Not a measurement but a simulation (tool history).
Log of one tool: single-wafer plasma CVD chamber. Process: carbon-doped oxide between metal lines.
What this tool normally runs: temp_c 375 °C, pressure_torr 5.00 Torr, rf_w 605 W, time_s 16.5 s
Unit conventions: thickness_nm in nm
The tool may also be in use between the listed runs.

| run | hour | temp_c | pressure_torr | rf_w | time_s | read-back reference wafer on the same gauge, thickness_nm | thickness_nm |
|---|---|---|---|---|---|---|---|
| 1 | 0.0 | 375 | 6.00 | 605 | 19.0 | 99.322 | 101.343 |
| 2 | 24.4 | 375 | 6.00 | 605 | 19.0 | 99.331 | 101.688 |
| 3 | 77.0 | 375 | 5.00 | 605 | 16.5 | 99.319 | 87.146 |
| 4 | 127.8 | 375 | 5.00 | 605 | 16.5 | 99.298 | 87.420 |
| 5 | 171.8 | 375 | 5.00 | 605 | 16.5 | 99.265 | 87.478 |
| 6 | 243.3 | 375 | 5.00 | 605 | 16.5 | 99.283 | 87.225 |
| 7 | 293.4 | 375 | 5.00 | 605 | 16.5 | 99.288 | 87.215 |
| 8 | 331.5 | 375 | 5.00 | 605 | 16.5 | 99.393 | 87.211 |
| 9 | 377.2 | 375 | 5.00 | 605 | 16.5 | 99.278 | 86.791 |
|  | 450.5 | showerhead replaced, of another model than before |
|  | 470.1 | gauge calibrated |
| 10 | 554.0 | 375 | 5.00 | 605 | 16.5 | 99.332 | 84.968 |
|  | 596.7 | thermocouple changed; heater temperature recalibrated |
| 11 | 625.9 | 375 | 5.00 | 605 | 16.5 | 99.290 | 84.473 |
|  | 646.7 | RF generator calibrated |
| 12 | 660.7 | 375 | 5.00 | 605 | 16.5 | 99.303 | 88.088 |
| 13 | 728.4 | 375 | 5.00 | 605 | 16.5 | 99.335 | 87.970 |
|  | 761.0 | capacitance manometer re-zeroed and calibrated |
| 14 | 799.8 | 379 | 4.10 | 530 | 19.5 | 99.254 | 91.444 |
| 15 | 850.0 | 380 | 5.00 | 665 | 17.4 | 99.345 | 97.515 |
| 16 | 901.1 | 361 | 5.00 | 605 | 16.5 | 99.243 | 89.840 |
| 17 | 963.3 | 375 | 5.00 | 605 | 19.2 | 99.238 | 100.815 |
| 18 | 1030.6 | 375 | 5.00 | 605 | 16.5 | 99.288 | 86.951 |
| 19 | 1083.3 | 381 | 5.66 | 605 | 15.0 | 99.273 | 79.212 |
| 20 | 1124.1 | 365 | 4.52 | 700 | 13.7 | 99.350 | 79.687 |
| 21 | 1150.3 | 375 | 4.22 | 605 | 19.5 | 99.299 | 99.038 |
| 22 | 1179.2 | 375 | 5.00 | 605 | 16.5 | 99.290 | 85.953 |
| 23 | 1208.1 | 375 | 5.00 | 605 | 16.5 | 99.224 | 85.675 |
| 24 | 1270.7 | 370 | 5.00 | 605 | 16.5 | 99.297 | 86.037 |
| 25 | 1312.9 | 375 | 5.00 | 605 | 16.5 | 99.242 | 84.973 |
| 26 | 1354.0 | 375 | 3.76 | 605 | 15.2 | 99.310 | 75.276 |
| 27 | 1379.6 | 382 | 3.85 | 565 | 14.4 | 99.303 | 67.242 |
|  | 1424.3 | RF generator calibrated |
| 28 | 1438.8 | 364 | 5.00 | 510 | 18.3 | 99.273 | 88.379 |

4 ways to go on from here, each from the tool as it stands after run 28. What would each give?
| A | 1439.2 | 375 | 5.00 | 605 | 16.5 | ? | ? |
| B | 1439.2 | 386 | 5.00 | 695 | 13.3 | ? | ? |
| C | 1439.2 | 382 | 5.00 | 705 | 16.5 | ? | ? |
| D | 1439.2 | 362 | 6.23 | 545 | 15.4 | ? | ? |

| run | read-back reference wafer on the same gauge, thickness_nm | thickness_nm |
|---|---|---|
| A | 99.273 | 88.224 |
| B | 99.273 | 76.634 |
| C | 99.273 | 96.253 |
| D | 99.273 | 81.031 |
The same runs, with their run-to-run variation unchanged, on a tool lacking any hidden condition would have given:
| run | thickness_nm |
|---|---|
| A | 88.703 |
| B | 77.042 |
| C | 96.765 |
| D | 81.483 |
